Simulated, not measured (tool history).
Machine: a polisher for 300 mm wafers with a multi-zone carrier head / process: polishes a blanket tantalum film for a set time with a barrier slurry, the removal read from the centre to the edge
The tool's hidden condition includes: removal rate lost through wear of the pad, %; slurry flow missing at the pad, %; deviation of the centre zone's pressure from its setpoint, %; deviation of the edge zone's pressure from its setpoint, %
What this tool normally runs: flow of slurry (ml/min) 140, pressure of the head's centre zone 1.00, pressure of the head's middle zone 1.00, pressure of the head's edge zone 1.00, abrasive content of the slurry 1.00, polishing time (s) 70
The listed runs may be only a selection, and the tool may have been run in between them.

run	day	flow of slurry (ml/min)	pressure of the head's centre zone	pressure of the head's middle zone	pressure of the head's edge zone	abrasive content of the slurry	polishing time (s)	wafers since the last listed run	wafers polished on this pad	hours since the slurry nozzle was cleaned	hours since the centre zone pressure was calibrated	hours since the edge zone pressure was calibrated	hours since the carrier head's membrane was replaced	incoming thickness of the incoming film, nm	film removed at the wafer's centre (nm)	film removed at mid-radius (nm)	film removed at the wafer's edge (nm)
1	0.000	140	1.00	1.00	1.00	1.00	70	0	558	340.3	167.6	513.6	1134.7	209.8	77.9	76.6	75.6
2	3.583	140	1.00	1.00	1.00	1.00	70	678	1236	426.3	253.6	599.6	1220.7	208.2	81.2	74.0	76.6
3	5.704	140	1.00	1.00	1.00	1.00	70	401	1637	477.2	304.5	650.5	1271.6	207.4	82.4	75.1	75.5
# day 6.308: worn pad replaced by a new one
4	8.525	140	1.00	1.00	1.00	1.00	70	502	419	544.9	372.2	718.2	1339.3	211.7	82.0	73.6	75.4
# day 10.454: edge zone pressure recalibrated
5	12.179	140	1.00	1.00	1.00	1.00	70	675	1095	632.6	459.9	41.4	1427.0	211.0	82.1	74.9	74.3
6	16.233	140	1.00	1.03	1.00	1.00	70	767	1862	729.9	557.2	138.7	1524.3	205.9	82.4	75.8	75.6
# day 16.888: worn pad replaced by a new one
# day 18.496: carrier head's membrane replaced by a new one
7	20.825	140	1.00	1.03	1.00	1.00	70	797	705	840.1	667.4	248.9	55.9	209.2	82.7	76.5	75.6
# day 21.875: slurry nozzle cleaned
# day 24.583: centre zone pressure recalibrated
# day 25.283: worn pad replaced by a new one
8	25.300	140	1.00	1.03	1.00	1.00	70	791	2	82.2	17.2	356.3	163.3	212.0	73.3	77.0	75.4
9	27.071	140	1.00	1.00	1.00	1.00	63	335	338	124.7	59.7	398.8	205.8	208.2	68.3	67.8	67.1
10	28.875	120	1.00	1.00	1.00	1.00	70	341	679	168.0	103.0	442.1	249.1	209.6	74.4	71.8	74.2
11	30.775	140	1.00	1.00	0.90	1.00	70	359	1039	213.6	148.6	487.7	294.7	210.1	78.9	74.5	72.3
# day 34.021: worn pad replaced by a new one
12	35.162	140	1.00	1.00	1.00	1.00	70	798	216	318.9	253.9	593.0	400.0	210.5	79.8	75.0	75.2
# day 35.529: edge zone pressure recalibrated
13	37.258	140	1.00	1.00	1.00	1.00	70	380	597	369.2	304.2	41.5	450.3	208.2	82.2	75.4	76.3
14	40.842	185	1.10	1.00	1.00	1.00	70	678	1275	455.2	390.2	127.5	536.3	209.2	94.7	79.0	77.7
# day 44.571: worn pad replaced by a new one
15	44.592	125	1.00	1.00	1.00	1.00	89	678	3	545.2	480.2	217.5	626.3	208.1	100.4	92.5	95.2
16	47.121	140	1.00	0.95	1.00	1.20	70	478	482	605.9	540.9	278.2	687.0	212.1	87.7	77.3	80.9

Consider 4 possible next runs. They are alternatives, not a sequence: every one starts from the tool as it was left by run 16. What does each give?
A	47.138	140	1.00	1.00	1.00	1.00	79	3	485	606.3	541.3	278.6	687.4	210.5	?	?	?
B	47.138	100	1.00	1.00	1.07	1.00	86	3	485	606.3	541.3	278.6	687.4	210.5	?	?	?
C	47.138	140	1.03	0.91	1.00	1.00	54	3	485	606.3	541.3	278.6	687.4	210.5	?	?	?
D	47.138	140	1.00	1.00	1.00	0.75	70	3	485	606.3	541.3	278.6	687.4	210.5	?	?	?

run	film removed at the wafer's centre (nm)	film removed at mid-radius (nm)	film removed at the wafer's edge (nm)
A	93.1	83.3	84.0
B	91.3	82.6	88.7
C	65.6	54.0	57.5
D	71.0	63.4	64.0
Without the tool's hidden state the same runs would have given:
run	film removed at the wafer's centre (nm)	film removed at mid-radius (nm)	film removed at the wafer's edge (nm)
A	84.1	83.3	84.0
B	82.4	82.7	88.7
C	59.2	54.1	57.5
D	64.1	63.5	64.0
